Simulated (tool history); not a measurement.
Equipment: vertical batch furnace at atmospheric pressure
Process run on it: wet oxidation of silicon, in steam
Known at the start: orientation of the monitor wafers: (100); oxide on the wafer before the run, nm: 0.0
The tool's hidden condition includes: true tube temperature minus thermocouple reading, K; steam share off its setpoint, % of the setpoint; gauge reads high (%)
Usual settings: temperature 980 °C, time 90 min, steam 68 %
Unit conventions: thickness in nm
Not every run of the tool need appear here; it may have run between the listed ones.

run    hour  temperature   time  steam  wafers since the last listed run  hours since the last temperature calibration  hours since the steam generator was serviced  hours since the gauge calibration  read-back reference wafer on the same gauge, thickness  thickness
  1       0          980     90     68                                 0                                        1222.7                                        2786.9                             1466.7                                                  375.11     304.68
  2    33.9          980     90     68                               408                                        1256.6                                        2820.8                             1500.6                                                  375.24     304.36
  3    72.1          980     90     68                               460                                        1294.8                                          2859                             1538.8                                                  374.74     305.06
  4    97.3          980     90     68                               303                                          1320                                        2884.2                               1564                                                  375.11      306.7
  5   128.3          980     90     68                               373                                          1351                                        2915.2                               1595                                                  374.92     305.75
  6   193.1          980     90     68                               781                                        1415.8                                          2980                             1659.8                                                  375.06     306.41
  7   255.1          980     90     68                               747                                        1477.8                                          3042                             1721.8                                                  374.95     304.66
  8   315.3          980     58     68                               725                                          1538                                        3102.2                               1782                                                  374.86     218.42
  9     347          980     58     68                               382                                        1569.7                                        3133.9                             1813.7                                                  374.84      221.4
 10   384.2          980     58     68                               448                                        1606.9                                        3171.1                             1850.9                                                  375.13      221.3
 11   428.4          980    104     68                               532                                        1651.1                                        3215.3                             1895.1                                                  375.34     340.19
 12   496.2          980  102.5     71                               817                                        1718.9                                        3283.1                             1962.9                                                  375.38     346.99
 13   528.5          980     90     68                               389                                        1751.2                                        3315.4                             1995.2                                                  374.84     300.77
 14     585          980     90     68                               681                                        1807.7                                        3371.9                             2051.7                                                  374.85     303.57
 15   633.5          980     90     68                               584                                        1856.2                                        3420.4                             2100.2                                                  375.37     304.59
 16   675.9          980     90     68                               511                                        1898.6                                        3462.8                             2142.6                                                  374.54     305.53
 17   734.7          965     90     65                               708                                        1957.4                                        3521.6                             2201.4                                                  374.82     260.35
 18   795.1          965     90     65                               728                                        2017.8                                          3582                             2261.8                                                  374.84     258.07
 19   837.7          980     90     68                               513                                        2060.4                                        3624.6                             2304.4                                                  375.14     305.78
      915.3  -- steam generator serviced
 20   915.8          980     90     68                               652                                        2138.5                                           0.5                             2382.5                                                  374.89     323.29
 21   950.7          968   74.5     65                               420                                        2173.4                                          35.4                             2417.4                                                  375.17     248.53
 22  1007.7          974     90     68                               687                                        2230.4                                          92.4                             2474.4                                                  375.14     310.25
 23    1049          980     90     71                               497                                        2271.7                                         133.7                             2515.7                                                  375.64     332.97
 24    1106          980     90     72                               687                                        2328.7                                         190.7                             2572.7                                                  375.04     333.41
     1118.4  -- gauge calibrated
 25  1164.1          980     90     68                               700                                        2386.8                                         248.8                               45.7                                                  375.07     321.15
 26    1190          971     90     68                               312                                        2412.7                                         274.7                               71.6                                                  374.76     297.49
 27  1233.5          980     90     68                               524                                        2456.2                                         318.2                              115.1                                                  375.04     321.54
 28  1286.2          973   54.5     68                               635                                        2508.9                                         370.9                              167.8                                                  375.19     206.69
       1378  -- thermocouples replaced and temperature profile calibrated
 29  1378.5          992    126     62                               823                                           0.5                                         463.2                              260.1                                                  375.17     397.22
 30  1424.2          980     90     68                               550                                          46.2                                         508.9                              305.8                                                  375.32     307.76
 31  1466.6          980  126.5     61                               511                                          88.6                                         551.3                              348.2                                                  375.25     362.94
 32  1537.8          980  111.5     60                               858                                         159.8                                         622.5                              419.4                                                  374.49     325.38
 33  1573.1          980     90     58                               425                                         195.1                                         657.8                              454.7                                                  374.92     270.59
 34  1618.5          980     90     68                               547                                         240.5                                         703.2                              500.1                                                  374.65     308.32
 35  1759.9          980     74     74                              1704                                         381.9                                         844.6                              641.5                                                  374.95     281.77
 36  1798.5          980  113.5     68                               465                                         420.5                                         883.2                              680.1                                                  375.25     358.67
 37  1822.6          967     90     80                               290                                         444.6                                         907.3                              704.2                                                  374.72     310.61
 38  1885.1          971  125.5     68                               753                                         507.1                                         969.8                              766.7                                                  375.22     364.12

Here are 4 independent what-if runs from the current tool condition. What would each one return?
  A  1891.2          980    113     68                                73                                         513.2                                         975.9                              772.8                                                       ?          ?
  B  1891.2         1003    117     76                                73                                         513.2                                         975.9                              772.8                                                       ?          ?
  C  1891.2          988  112.5     74                                73                                         513.2                                         975.9                              772.8                                                       ?          ?
  D  1891.2          980  128.5     75                                73                                         513.2                                         975.9                              772.8                                                       ?          ?

run  read-back reference wafer on the same gauge, thickness  thickness
  A                                                  375.29     359.92
  B                                                  375.29     465.92
  C                                                  375.29     403.43
  D                                                  375.29     420.81
Without the tool's hidden state the same runs would have given:
run  thickness
  A     368.53
  B      477.2
  C     413.12
  D     430.89
